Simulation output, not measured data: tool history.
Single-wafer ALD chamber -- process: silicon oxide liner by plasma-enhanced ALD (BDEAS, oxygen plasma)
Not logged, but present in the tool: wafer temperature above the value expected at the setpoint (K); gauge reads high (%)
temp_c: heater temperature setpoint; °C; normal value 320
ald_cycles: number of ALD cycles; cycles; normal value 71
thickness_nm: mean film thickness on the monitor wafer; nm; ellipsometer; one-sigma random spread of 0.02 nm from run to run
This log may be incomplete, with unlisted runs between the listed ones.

run	hour	temp_c	ald_cycles	wafers since the last listed run	hours since the last thermocouple change	hours since the gauge calibration	read-back reference wafer on the same gauge, thickness_nm	thickness_nm
1	0.0	320	71	0	1252.1	52.6	4.860	5.392
2	58.2	320	71	194	1310.3	110.8	4.865	5.378
3	72.5	320	79	47	1324.6	125.1	4.852	5.977
4	89.6	320	79	57	1341.7	142.2	4.859	5.987
5	123.9	326	71	114	1376.0	176.5	4.863	5.344
6	137.3	312	66	44	1389.4	189.9	4.859	5.027
7	172.1	312	66	116	1424.2	224.7	4.861	5.071
8	187.6	327	76	51	1439.7	240.2	4.853	5.669
# hour 243.7: gauge calibrated
# hour 293.0: thermocouple changed; heater temperature recalibrated
9	294.2	320	82	329	1.2	50.5	4.855	6.196
10	322.2	320	71	93	29.2	78.5	4.861	5.376
11	337.5	320	71	51	44.5	93.8	4.857	5.365
12	361.9	307	64	81	68.9	118.2	4.861	4.880
13	375.0	310	79	43	82.0	131.3	4.860	6.067
14	409.0	326	71	113	116.0	165.3	4.864	5.323

Run-by-run hidden state of the tool:
wafer temperature above the value expected at the setpoint (K): 0 across all the runs
gauge reads high (%): 0 across all the runs

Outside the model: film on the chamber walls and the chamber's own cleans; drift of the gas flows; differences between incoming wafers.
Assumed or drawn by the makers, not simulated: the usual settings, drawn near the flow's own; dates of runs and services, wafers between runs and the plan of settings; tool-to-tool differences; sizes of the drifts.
